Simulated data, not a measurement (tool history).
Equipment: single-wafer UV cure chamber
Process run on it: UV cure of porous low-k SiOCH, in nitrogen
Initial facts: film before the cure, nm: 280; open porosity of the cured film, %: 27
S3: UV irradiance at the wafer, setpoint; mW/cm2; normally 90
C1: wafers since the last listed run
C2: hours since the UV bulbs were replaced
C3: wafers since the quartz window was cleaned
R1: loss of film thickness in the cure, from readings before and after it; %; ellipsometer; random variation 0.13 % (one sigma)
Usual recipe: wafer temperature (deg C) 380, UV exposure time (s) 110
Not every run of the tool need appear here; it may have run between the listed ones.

run 1 day=0 | wafer_temperature_(deg_C)=380 UV_exposure_time_(s)=110 S3=90 | C1=0 C2=187.2 C3=1673 | R1=9.381
run 2 day=2.133 | wafer_temperature_(deg_C)=380 UV_exposure_time_(s)=110 S3=90 | C1=359 C2=238.4 C3=2033 | R1=9.346
run 3 day=4.883 | wafer_temperature_(deg_C)=380 UV_exposure_time_(s)=110 S3=90 | C1=463 C2=304.4 C3=2497 | R1=9.082
run 4 day=7.312 | wafer_temperature_(deg_C)=380 UV_exposure_time_(s)=95 S3=90 | C1=409 C2=362.7 C3=2906 | R1=8.336
run 5 day=8.425 | wafer_temperature_(deg_C)=380 UV_exposure_time_(s)=95 S3=90 | C1=187 C2=389.4 C3=3094 | R1=8.391
run 6 day=10.15 | wafer_temperature_(deg_C)=380 UV_exposure_time_(s)=110 S3=90 | C1=290 C2=430.8 C3=3385 | R1=8.921
run 7 day=12.383 | wafer_temperature_(deg_C)=380 UV_exposure_time_(s)=110 S3=90 | C1=376 C2=484.4 C3=3761 | R1=8.881
-- day=13.146 quartz window cleaned
run 8 day=15.379 | wafer_temperature_(deg_C)=380 UV_exposure_time_(s)=110 S3=90 | C1=448 C2=556.3 C3=376 | R1=9.361
run 9 day=17.504 | wafer_temperature_(deg_C)=380 UV_exposure_time_(s)=85 S3=90 | C1=358 C2=607.3 C3=735 | R1=8.272
run 10 day=20.05 | wafer_temperature_(deg_C)=380 UV_exposure_time_(s)=85 S3=90 | C1=429 C2=668.4 C3=1164 | R1=8.342
run 11 day=22.625 | wafer_temperature_(deg_C)=380 UV_exposure_time_(s)=85 S3=90 | C1=434 C2=730.2 C3=1598 | R1=8.226
run 12 day=23.883 | wafer_temperature_(deg_C)=380 UV_exposure_time_(s)=110 S3=90 | C1=212 C2=760.4 C3=1810 | R1=9.377
run 13 day=25.133 | wafer_temperature_(deg_C)=380 UV_exposure_time_(s)=110 S3=90 | C1=210 C2=790.4 C3=2021 | R1=9.486
run 14 day=27.867 | wafer_temperature_(deg_C)=380 UV_exposure_time_(s)=110 S3=90 | C1=460 C2=856 C3=2482 | R1=9.413
run 15 day=30.85 | wafer_temperature_(deg_C)=380 UV_exposure_time_(s)=110 S3=90 | C1=503 C2=927.6 C3=2985 | R1=9.062
run 16 day=33.129 | wafer_temperature_(deg_C)=380 UV_exposure_time_(s)=110 S3=90 | C1=384 C2=982.3 C3=3369 | R1=8.703
-- day=35.429 quartz window cleaned
run 17 day=35.45 | wafer_temperature_(deg_C)=380 UV_exposure_time_(s)=110 S3=90 | C1=335 C2=1038 C3=3 | R1=9.273
run 18 day=37.075 | wafer_temperature_(deg_C)=380 UV_exposure_time_(s)=60 S3=90 | C1=274 C2=1077 C3=277 | R1=6.738
run 19 day=39.212 | wafer_temperature_(deg_C)=374 UV_exposure_time_(s)=110 S3=90 | C1=360 C2=1128.3 C3=638 | R1=9.198
run 20 day=40.9 | wafer_temperature_(deg_C)=374 UV_exposure_time_(s)=65 S3=103 | C1=284 C2=1168.8 C3=922 | R1=7.638
-- day=42.021 UV bulbs replaced
run 21 day=42.817 | wafer_temperature_(deg_C)=380 UV_exposure_time_(s)=110 S3=90 | C1=266 C2=19.1 C3=1189 | R1=9.492
run 22 day=45.675 | wafer_temperature_(deg_C)=400 UV_exposure_time_(s)=85 S3=90 | C1=481 C2=87.7 C3=1671 | R1=8.471
run 23 day=47.317 | wafer_temperature_(deg_C)=374 UV_exposure_time_(s)=65 S3=103 | C1=276 C2=127.1 C3=1948 | R1=7.469
run 24 day=49.658 | wafer_temperature_(deg_C)=380 UV_exposure_time_(s)=110 S3=106 | C1=394 C2=183.3 C3=2343 | R1=10.153
run 25 day=52.521 | wafer_temperature_(deg_C)=398 UV_exposure_time_(s)=110 S3=120 | C1=482 C2=252 C3=2826 | R1=10.94
run 26 day=54.738 | wafer_temperature_(deg_C)=398 UV_exposure_time_(s)=170 S3=117 | C1=373 C2=305.2 C3=3199 | R1=12.722
-- day=56.425 quartz window cleaned
run 27 day=57.008 | wafer_temperature_(deg_C)=373 UV_exposure_time_(s)=150 S3=111 | C1=326 C2=359.7 C3=98 | R1=11.727
run 28 day=59.325 | wafer_temperature_(deg_C)=387 UV_exposure_time_(s)=110 S3=90 | C1=390 C2=415.3 C3=488 | R1=9.747
run 29 day=61.788 | wafer_temperature_(deg_C)=365 UV_exposure_time_(s)=110 S3=90 | C1=415 C2=474.4 C3=903 | R1=9.058
run 30 day=63.088 | wafer_temperature_(deg_C)=380 UV_exposure_time_(s)=110 S3=57 | C1=219 C2=505.6 C3=1123 | R1=7.535
run 31 day=65.404 | wafer_temperature_(deg_C)=367 UV_exposure_time_(s)=125 S3=121 | C1=390 C2=561.2 C3=1513 | R1=11.277
run 32 day=66.575 | wafer_temperature_(deg_C)=380 UV_exposure_time_(s)=95 S3=90 | C1=197 C2=589.3 C3=1711 | R1=8.547
run 33 day=67.908 | wafer_temperature_(deg_C)=387 UV_exposure_time_(s)=110 S3=90 | C1=224 C2=621.3 C3=1936 | R1=9.454
run 34 day=68.975 | wafer_temperature_(deg_C)=380 UV_exposure_time_(s)=110 S3=90 | C1=179 C2=646.9 C3=2115 | R1=9.387
run 35 day=70.112 | wafer_temperature_(deg_C)=399 UV_exposure_time_(s)=165 S3=75 | C1=191 C2=674.2 C3=2307 | R1=10.462
run 36 day=72.771 | wafer_temperature_(deg_C)=375 UV_exposure_time_(s)=80 S3=90 | C1=448 C2=738 C3=2755 | R1=7.446
-- day=76.542 quartz window cleaned
run 37 day=79.917 | wafer_temperature_(deg_C)=393 UV_exposure_time_(s)=110 S3=90 | C1=1148 C2=909.5 C3=569 | R1=9.765
run 38 day=82.738 | wafer_temperature_(deg_C)=365 UV_exposure_time_(s)=110 S3=58 | C1=475 C2=977.2 C3=1044 | R1=7.266

Here are 3 independent what-if runs from the current tool condition. What would each one return?
run A day=82.758 | wafer_temperature_(deg_C)=392 UV_exposure_time_(s)=110 S3=90 | C1=3 C2=977.7 C3=1048 | R1=?
run B day=82.758 | wafer_temperature_(deg_C)=393 UV_exposure_time_(s)=60 S3=126 | C1=3 C2=977.7 C3=1048 | R1=?
run C day=82.758 | wafer_temperature_(deg_C)=380 UV_exposure_time_(s)=170 S3=90 | C1=3 C2=977.7 C3=1048 | R1=?

run=A R1=9.834
run=B R1=8.55
run=C R1=11.757
The same runs, with their run-to-run variation unchanged, on a tool lacking any hidden condition would have given:
run=A R1=9.913
run=B R1=8.627
run=C R1=11.839
